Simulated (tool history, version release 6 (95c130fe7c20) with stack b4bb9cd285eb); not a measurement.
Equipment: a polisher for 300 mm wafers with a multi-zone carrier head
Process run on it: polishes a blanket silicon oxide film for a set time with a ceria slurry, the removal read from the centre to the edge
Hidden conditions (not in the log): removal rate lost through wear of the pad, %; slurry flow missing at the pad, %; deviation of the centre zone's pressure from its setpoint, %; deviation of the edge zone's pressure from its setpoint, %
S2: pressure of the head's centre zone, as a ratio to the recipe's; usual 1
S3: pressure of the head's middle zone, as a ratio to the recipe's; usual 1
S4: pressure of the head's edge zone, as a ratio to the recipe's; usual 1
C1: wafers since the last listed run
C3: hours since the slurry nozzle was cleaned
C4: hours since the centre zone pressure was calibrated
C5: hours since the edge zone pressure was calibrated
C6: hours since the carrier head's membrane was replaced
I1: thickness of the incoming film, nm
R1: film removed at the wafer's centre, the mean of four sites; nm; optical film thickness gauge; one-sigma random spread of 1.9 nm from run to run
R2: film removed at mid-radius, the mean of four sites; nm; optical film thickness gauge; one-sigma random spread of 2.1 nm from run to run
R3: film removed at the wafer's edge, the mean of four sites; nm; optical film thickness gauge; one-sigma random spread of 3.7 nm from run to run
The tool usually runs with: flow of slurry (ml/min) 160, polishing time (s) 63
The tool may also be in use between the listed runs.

Run 1, hour 0: usual settings; C1 0; wafers polished on this pad 990; C3 704.6; C4 962; C5 147.2; C6 522.8; I1 1836.5. Result: R1 310.9 nm, R2 314.1 nm, R3 314.5 nm.
Run 2, hour 33.9: usual settings but S3 1.09, polishing time (s) 84; C1 328; wafers polished on this pad 1319; C3 738.5; C4 995.9; C5 181.1; C6 556.7; I1 1880.5. Result: R1 416.7 nm, R2 444.6 nm, R3 419.8 nm.
At hour 60.8: slurry nozzle cleaned.
Run 3, hour 67.1: usual settings but S2 1.07, S3 0.89, polishing time (s) 41; C1 312; wafers polished on this pad 1631; C3 6.3; C4 1029.1; C5 214.3; C6 589.9; I1 1881.7. Result: R1 217 nm, R2 188.1 nm, R3 197.5 nm.
Run 4, hour 97.4: usual settings but flow of slurry (ml/min) 185, S3 1.1, S4 1.1, polishing time (s) 79; C1 293; wafers polished on this pad 1925; C3 36.6; C4 1059.4; C5 244.6; C6 620.2; I1 1887.6. Result: R1 400.6 nm, R2 430.9 nm, R3 411.3 nm.
At hour 104.4: worn pad replaced by a new one.
Run 5, hour 113.5: usual settings; C1 117; wafers polished on this pad 88; C3 52.7; C4 1075.5; C5 260.7; C6 636.3; I1 1868.7. Result: R1 316.7 nm, R2 320.8 nm, R3 322.9 nm.
At hour 123.7: centre zone pressure recalibrated.
Run 6, hour 145.1: usual settings; C1 286; wafers polished on this pad 375; C3 84.3; C4 21.4; C5 292.3; C6 667.9; I1 1908.7. Result: R1 313.7 nm, R2 322.7 nm, R3 317.2 nm.
Run 7, hour 178.5: usual settings but S2 1.03, S3 1.09; C1 323; wafers polished on this pad 698; C3 117.7; C4 54.8; C5 325.7; C6 701.3; I1 1873.1. Result: R1 319.5 nm, R2 335.3 nm, R3 315 nm.
Run 8, hour 206.3: usual settings; C1 269; wafers polished on this pad 968; C3 145.5; C4 82.6; C5 353.5; C6 729.1; I1 1876.8. Result: R1 312.9 nm, R2 320 nm, R3 309.8 nm.
Run 9, hour 238.3: usual settings but S3 1.07, S4 0.95, polishing time (s) 82; C1 310; wafers polished on this pad 1278; C3 177.5; C4 114.6; C5 385.5; C6 761.1; I1 1883.3. Result: R1 405.6 nm, R2 428.2 nm, R3 398.9 nm.
At hour 256.9: carrier head's membrane replaced by a new one.
Run 10, hour 269.6: usual settings but S2 1.04; C1 254; wafers polished on this pad 1533; C3 208.8; C4 145.9; C5 416.8; C6 12.7; I1 1885.3. Result: R1 329 nm, R2 314.3 nm, R3 313.5 nm.
Run 11, hour 289.4: usual settings but S3 1.12; C1 191; wafers polished on this pad 1725; C3 228.6; C4 165.7; C5 436.6; C6 32.5; I1 1852.8. Result: R1 314.2 nm, R2 340.5 nm, R3 312 nm.
At hour 309.6: worn pad replaced by a new one.
Run 12, hour 311.5: usual settings but S2 0.88, S3 0.96, polishing time (s) 80; C1 175; wafers polished on this pad 18; C3 250.7; C4 187.8; C5 458.7; C6 54.6; I1 1865. Result: R1 355.6 nm, R2 397.8 nm, R3 406.6 nm.
Run 13, hour 343.8: usual settings but S2 1.06, S4 0.89; C1 313; wafers polished on this pad 331; C3 283; C4 220.1; C5 491; C6 86.9; I1 1913.6. Result: R1 331.7 nm, R2 317 nm, R3 296.8 nm.
Run 14, hour 376.4: usual settings; C1 316; wafers polished on this pad 647; C3 315.6; C4 252.7; C5 523.6; C6 119.5; I1 1908.2. Result: R1 311.9 nm, R2 316.6 nm, R3 312.5 nm.

Expected results for the next run?
Run 15, hour 388.7: usual settings but flow of slurry (ml/min) 110, S2 1.1, S4 0.91, polishing time (s) 48; C1 119; wafers polished on this pad 767; C3 327.9; C4 265; C5 535.9; C6 131.8; I1 1889.6. Result: R1 ?, R2 ?, R3 ?.

Run 15 yielded R1 247 nm, R2 229.4 nm, R3 220.4 nm.
On a tool with no hidden condition, and with the same random variation, this run would have come out at R1 251.8 nm, R2 233.9 nm, R3 224.7 nm.
